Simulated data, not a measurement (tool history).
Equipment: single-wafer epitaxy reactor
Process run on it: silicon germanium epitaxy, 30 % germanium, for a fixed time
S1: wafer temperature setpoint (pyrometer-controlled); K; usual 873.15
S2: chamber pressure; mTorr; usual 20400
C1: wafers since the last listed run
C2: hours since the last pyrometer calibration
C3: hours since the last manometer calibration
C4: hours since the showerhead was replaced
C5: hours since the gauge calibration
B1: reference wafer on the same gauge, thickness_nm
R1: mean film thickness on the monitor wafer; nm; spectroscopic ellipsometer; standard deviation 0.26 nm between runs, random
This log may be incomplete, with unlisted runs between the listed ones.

Run 1, day 0: usual settings; C1 0; C2 2062.4; C3 1933.9; C4 6547.6; C5 212; B1 60.522. Result: R1 68.48 nm.
Run 2, day 0.717: usual settings; C1 288; C2 2079.6; C3 1951.1; C4 6564.8; C5 229.2; B1 60.508. Result: R1 67.764 nm.
Run 3, day 1.196: usual settings; C1 193; C2 2091.1; C3 1962.6; C4 6576.3; C5 240.7; B1 60.582. Result: R1 67.771 nm.
Run 4, day 1.662: usual settings but S1 880.15 K; C1 187; C2 2102.3; C3 1973.8; C4 6587.5; C5 251.9; B1 60.558. Result: R1 78.357 nm.
Run 5, day 2.146: usual settings but S1 880.15 K; C1 194; C2 2113.9; C3 1985.4; C4 6599.1; C5 263.5; B1 60.425. Result: R1 78.216 nm.
Run 6, day 2.712: usual settings; C1 228; C2 2127.5; C3 1999; C4 6612.7; C5 277.1; B1 60.487. Result: R1 67.286 nm.
Run 7, day 3.338: usual settings; C1 251; C2 2142.5; C3 2014; C4 6627.7; C5 292.1; B1 60.368. Result: R1 68.054 nm.
Run 8, day 3.604: usual settings but S1 869.15 K, S2 16600 mTorr; C1 107; C2 2148.9; C3 2020.4; C4 6634.1; C5 298.5; B1 60.43. Result: R1 58.995 nm.
Run 9, day 4.133: usual settings; C1 213; C2 2161.6; C3 2033.1; C4 6646.8; C5 311.2; B1 60.513. Result: R1 67.819 nm.
Run 10, day 4.762: usual settings; C1 253; C2 2176.7; C3 2048.2; C4 6661.9; C5 326.3; B1 60.441. Result: R1 67.907 nm.
At day 5.138: capacitance manometer re-zeroed and calibrated.
At day 5.246: showerhead replaced.
Run 11, day 5.267: usual settings; C1 25; C2 2188.8; C3 3.1; C4 0.5; C5 338.4; B1 60.48. Result: R1 67.815 nm.
Run 12, day 5.704: usual settings but S1 868.15 K; C1 176; C2 2199.3; C3 13.6; C4 11; C5 348.9; B1 60.534. Result: R1 61.365 nm.
Run 13, day 6.392: usual settings but S1 868.15 K; C1 276; C2 2215.8; C3 30.1; C4 27.5; C5 365.4; B1 60.497. Result: R1 60.764 nm.
Run 14, day 6.658: usual settings but S2 22800 mTorr; C1 107; C2 2222.2; C3 36.5; C4 33.9; C5 371.8; B1 60.454. Result: R1 70.18 nm.
At day 6.7: gauge calibrated.
Run 15, day 6.946: usual settings but S2 22800 mTorr; C1 115; C2 2229.1; C3 43.4; C4 40.8; C5 5.9; B1 60.495. Result: R1 70.2 nm.
Run 16, day 7.271: usual settings but S2 22800 mTorr; C1 130; C2 2236.9; C3 51.2; C4 48.6; C5 13.7; B1 60.589. Result: R1 70.203 nm.
Run 17, day 7.546: usual settings but S1 866.15 K, S2 16700 mTorr; C1 110; C2 2243.5; C3 57.8; C4 55.2; C5 20.3; B1 60.491. Result: R1 55.862 nm.
Run 18, day 7.808: usual settings; C1 105; C2 2249.8; C3 64.1; C4 61.5; C5 26.6; B1 60.441. Result: R1 68.105 nm.
Run 19, day 8.433: usual settings but S1 886.15 K; C1 251; C2 2264.8; C3 79.1; C4 76.5; C5 41.6; B1 60.573. Result: R1 88.09 nm.
Run 20, day 9.121: usual settings; C1 276; C2 2281.3; C3 95.6; C4 93; C5 58.1; B1 60.486. Result: R1 67.88 nm.
Run 21, day 10.358: usual settings but S1 858.15 K; C1 498; C2 2311; C3 125.3; C4 122.7; C5 87.8; B1 60.51. Result: R1 49.643 nm.
At day 10.733: pyrometer calibrated.
Run 22, day 10.754: usual settings; C1 25; C2 0.5; C3 134.8; C4 132.2; C5 97.3; B1 60.421. Result: R1 60.427 nm.
Run 23, day 11.3: usual settings but S1 886.15 K, S2 25300 mTorr; C1 219; C2 13.6; C3 147.9; C4 145.3; C5 110.4; B1 60.598. Result: R1 84.916 nm.
Run 24, day 11.854: usual settings but S1 885.15 K, S2 24500 mTorr; C1 223; C2 26.9; C3 161.2; C4 158.6; C5 123.7; B1 60.483. Result: R1 82.173 nm.
Run 25, day 12.271: usual settings but S1 862.15 K, S2 16700 mTorr; C1 167; C2 36.9; C3 171.2; C4 168.6; C5 133.7; B1 60.495. Result: R1 46.161 nm.
Run 26, day 12.75: usual settings; C1 193; C2 48.4; C3 182.7; C4 180.1; C5 145.2; B1 60.566. Result: R1 61.269 nm.
Run 27, day 13.083: usual settings; C1 134; C2 56.4; C3 190.7; C4 188.1; C5 153.2; B1 60.524. Result: R1 61.19 nm.
Run 28, day 13.367: usual settings but S1 866.15 K, S2 17100 mTorr; C1 114; C2 63.2; C3 197.5; C4 194.9; C5 160; B1 60.539. Result: R1 50.881 nm.
Run 29, day 13.633: usual settings but S2 22300 mTorr; C1 107; C2 69.6; C3 203.9; C4 201.3; C5 166.4; B1 60.531. Result: R1 62.479 nm.
Run 30, day 14.05: usual settings but S2 15900 mTorr; C1 167; C2 79.6; C3 213.9; C4 211.3; C5 176.4; B1 60.495. Result: R1 57.504 nm.
Run 31, day 14.654: usual settings but S1 883.15 K; C1 243; C2 94.1; C3 228.4; C4 225.8; C5 190.9; B1 60.627. Result: R1 75.854 nm.
Run 32, day 15.046: usual settings but S1 868.15 K; C1 157; C2 103.5; C3 237.8; C4 235.2; C5 200.3; B1 60.46. Result: R1 55.853 nm.

For each run, what was the tool's unlogged condition?
true pressure above the setpoint (%): 0 across all the runs
gauge reads high (%): 0 across all the runs
H1: wafer temperature above the value expected at the setpoint (K)
run       H1
  1     4.49
  2      4.5
  3      4.5
  4     4.51
  5     4.51
  6     4.52
  7     4.52
  8     4.53
  9     4.53
 10     4.54
 11     4.54
 12     4.54
 13     4.55
 14     4.55
 15     4.55
 16     4.56
 17     4.56
 18     4.56
 19     4.57
 20     4.57
 21     4.58
 22   -0.749
 23   -0.647
 24   -0.545
 25    -0.47
 26   -0.385
 27   -0.327
 28   -0.278
 29   -0.232
 30   -0.161
 31  -0.0604
 32  0.00377
